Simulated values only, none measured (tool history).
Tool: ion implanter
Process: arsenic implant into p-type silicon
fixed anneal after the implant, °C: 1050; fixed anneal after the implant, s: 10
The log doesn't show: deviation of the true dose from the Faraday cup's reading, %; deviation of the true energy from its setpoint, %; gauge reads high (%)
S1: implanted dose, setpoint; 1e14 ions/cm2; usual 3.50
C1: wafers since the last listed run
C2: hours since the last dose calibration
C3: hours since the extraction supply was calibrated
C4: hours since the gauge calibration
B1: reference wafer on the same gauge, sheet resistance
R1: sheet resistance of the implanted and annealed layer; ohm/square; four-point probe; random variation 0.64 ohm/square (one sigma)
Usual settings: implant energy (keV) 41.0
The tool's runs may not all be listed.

run 1 hour=0.0 | S1=3.50 implant_energy_(keV)=30.0 | C1=0 C2=1284.4 C3=5918.0 C4=575.7 | B1=208.86 | R1=246.82
run 2 hour=13.6 | S1=2.74 implant_energy_(keV)=41.0 | C1=225 C2=1298.0 C3=5931.6 C4=589.3 | B1=208.95 | R1=282.97
run 3 hour=26.4 | S1=3.50 implant_energy_(keV)=41.0 | C1=212 C2=1310.8 C3=5944.4 C4=602.1 | B1=209.10 | R1=234.66
run 4 hour=39.2 | S1=4.10 implant_energy_(keV)=41.0 | C1=212 C2=1323.6 C3=5957.2 C4=614.9 | B1=208.96 | R1=208.96
run 5 hour=48.6 | S1=4.10 implant_energy_(keV)=41.0 | C1=155 C2=1333.0 C3=5966.6 C4=624.3 | B1=208.77 | R1=208.25
run 6 hour=66.2 | S1=3.50 implant_energy_(keV)=41.0 | C1=291 C2=1350.6 C3=5984.2 C4=641.9 | B1=209.02 | R1=235.25
run 7 hour=76.5 | S1=3.50 implant_energy_(keV)=41.0 | C1=170 C2=1360.9 C3=5994.5 C4=652.2 | B1=208.89 | R1=236.12
run 8 hour=93.3 | S1=3.50 implant_energy_(keV)=41.0 | C1=278 C2=1377.7 C3=6011.3 C4=669.0 | B1=208.87 | R1=234.84
run 9 hour=108.5 | S1=2.83 implant_energy_(keV)=37.5 | C1=252 C2=1392.9 C3=6026.5 C4=684.2 | B1=209.02 | R1=281.19
run 10 hour=115.0 | S1=4.22 implant_energy_(keV)=49.0 | C1=107 C2=1399.4 C3=6033.0 C4=690.7 | B1=208.86 | R1=199.48
run 11 hour=122.9 | S1=4.22 implant_energy_(keV)=49.0 | C1=131 C2=1407.3 C3=6040.9 C4=698.6 | B1=208.83 | R1=199.34
run 12 hour=130.5 | S1=4.22 implant_energy_(keV)=49.0 | C1=126 C2=1414.9 C3=6048.5 C4=706.2 | B1=209.04 | R1=198.47
-- hour=130.7 gauge calibrated
run 13 hour=141.2 | S1=2.72 implant_energy_(keV)=41.0 | C1=177 C2=1425.6 C3=6059.2 C4=10.5 | B1=208.94 | R1=284.78
run 14 hour=150.7 | S1=2.72 implant_energy_(keV)=41.0 | C1=157 C2=1435.1 C3=6068.7 C4=20.0 | B1=208.80 | R1=285.31
run 15 hour=157.0 | S1=2.60 implant_energy_(keV)=50.0 | C1=104 C2=1441.4 C3=6075.0 C4=26.3 | B1=209.23 | R1=286.27
run 16 hour=168.0 | S1=2.60 implant_energy_(keV)=54.0 | C1=182 C2=1452.4 C3=6086.0 C4=37.3 | B1=209.05 | R1=281.57
-- hour=187.6 Faraday cup replaced and dose calibrated
run 17 hour=188.1 | S1=3.50 implant_energy_(keV)=41.0 | C1=200 C2=0.5 C3=6106.1 C4=57.4 | B1=208.85 | R1=243.01
run 18 hour=192.3 | S1=3.85 implant_energy_(keV)=37.5 | C1=69 C2=4.7 C3=6110.3 C4=61.6 | B1=209.09 | R1=228.03
run 19 hour=200.9 | S1=4.50 implant_energy_(keV)=50.5 | C1=142 C2=13.3 C3=6118.9 C4=70.2 | B1=208.99 | R1=194.36
run 20 hour=214.1 | S1=4.10 implant_energy_(keV)=41.0 | C1=218 C2=26.5 C3=6132.1 C4=83.4 | B1=209.08 | R1=215.31
run 21 hour=231.4 | S1=2.55 implant_energy_(keV)=51.5 | C1=286 C2=43.8 C3=6149.4 C4=100.7 | B1=208.99 | R1=297.10
run 22 hour=239.4 | S1=3.50 implant_energy_(keV)=52.0 | C1=132 C2=51.8 C3=6157.4 C4=108.7 | B1=208.90 | R1=234.84
run 23 hour=254.1 | S1=2.99 implant_energy_(keV)=32.5 | C1=243 C2=66.5 C3=6172.1 C4=123.4 | B1=208.97 | R1=281.68
run 24 hour=292.7 | S1=2.98 implant_energy_(keV)=30.5 | C1=640 C2=105.1 C3=6210.7 C4=162.0 | B1=208.96 | R1=284.51
run 25 hour=300.6 | S1=4.19 implant_energy_(keV)=53.0 | C1=131 C2=113.0 C3=6218.6 C4=169.9 | B1=208.94 | R1=202.76
run 26 hour=316.9 | S1=3.50 implant_energy_(keV)=41.0 | C1=270 C2=129.3 C3=6234.9 C4=186.2 | B1=209.25 | R1=242.07
-- hour=326.0 extraction supply calibrated
run 27 hour=326.5 | S1=3.50 implant_energy_(keV)=47.5 | C1=26 C2=138.9 C3=0.5 C4=195.8 | B1=208.87 | R1=235.88
run 28 hour=333.0 | S1=3.50 implant_energy_(keV)=41.0 | C1=107 C2=145.4 C3=7.0 C4=202.3 | B1=209.27 | R1=238.87
run 29 hour=350.1 | S1=3.50 implant_energy_(keV)=50.0 | C1=283 C2=162.5 C3=24.1 C4=219.4 | B1=208.88 | R1=234.16
run 30 hour=359.7 | S1=3.50 implant_energy_(keV)=41.0 | C1=159 C2=172.1 C3=33.7 C4=229.0 | B1=209.07 | R1=239.16
run 31 hour=368.5 | S1=3.02 implant_energy_(keV)=51.0 | C1=145 C2=180.9 C3=42.5 C4=237.8 | B1=209.13 | R1=260.55
run 32 hour=381.9 | S1=3.50 implant_energy_(keV)=41.0 | C1=222 C2=194.3 C3=55.9 C4=251.2 | B1=209.27 | R1=240.29
run 33 hour=392.5 | S1=3.89 implant_energy_(keV)=28.0 | C1=175 C2=204.9 C3=66.5 C4=261.8 | B1=208.84 | R1=233.55
run 34 hour=407.3 | S1=3.82 implant_energy_(keV)=35.5 | C1=245 C2=219.7 C3=81.3 C4=276.6 | B1=209.12 | R1=228.38
run 35 hour=420.7 | S1=3.50 implant_energy_(keV)=48.5 | C1=222 C2=233.1 C3=94.7 C4=290.0 | B1=209.04 | R1=234.33
run 36 hour=438.6 | S1=4.42 implant_energy_(keV)=37.0 | C1=296 C2=251.0 C3=112.6 C4=307.9 | B1=209.29 | R1=202.60

5 ways to go on from here, each from the tool as it stands after run 36. What would each give?
run A hour=439.0 | S1=2.76 implant_energy_(keV)=41.0 | C1=6 C2=251.4 C3=113.0 C4=308.3 | B1=? | R1=?
run B hour=439.0 | S1=2.70 implant_energy_(keV)=35.5 | C1=6 C2=251.4 C3=113.0 C4=308.3 | B1=? | R1=?
run C hour=439.0 | S1=4.03 implant_energy_(keV)=28.5 | C1=6 C2=251.4 C3=113.0 C4=308.3 | B1=? | R1=?
run D hour=439.0 | S1=2.67 implant_energy_(keV)=41.0 | C1=6 C2=251.4 C3=113.0 C4=308.3 | B1=? | R1=?
run E hour=439.0 | S1=3.50 implant_energy_(keV)=33.0 | C1=6 C2=251.4 C3=113.0 C4=308.3 | B1=? | R1=?

run=A B1=208.85 R1=287.15
run=B B1=208.85 R1=298.03
run=C B1=208.85 R1=226.87
run=D B1=208.85 R1=294.34
run=E B1=208.85 R1=247.40
Without the tool's hidden state the same runs would have given:
run=A R1=291.55
run=B R1=302.61
run=C R1=230.41
run=D R1=298.83
run=E R1=251.27
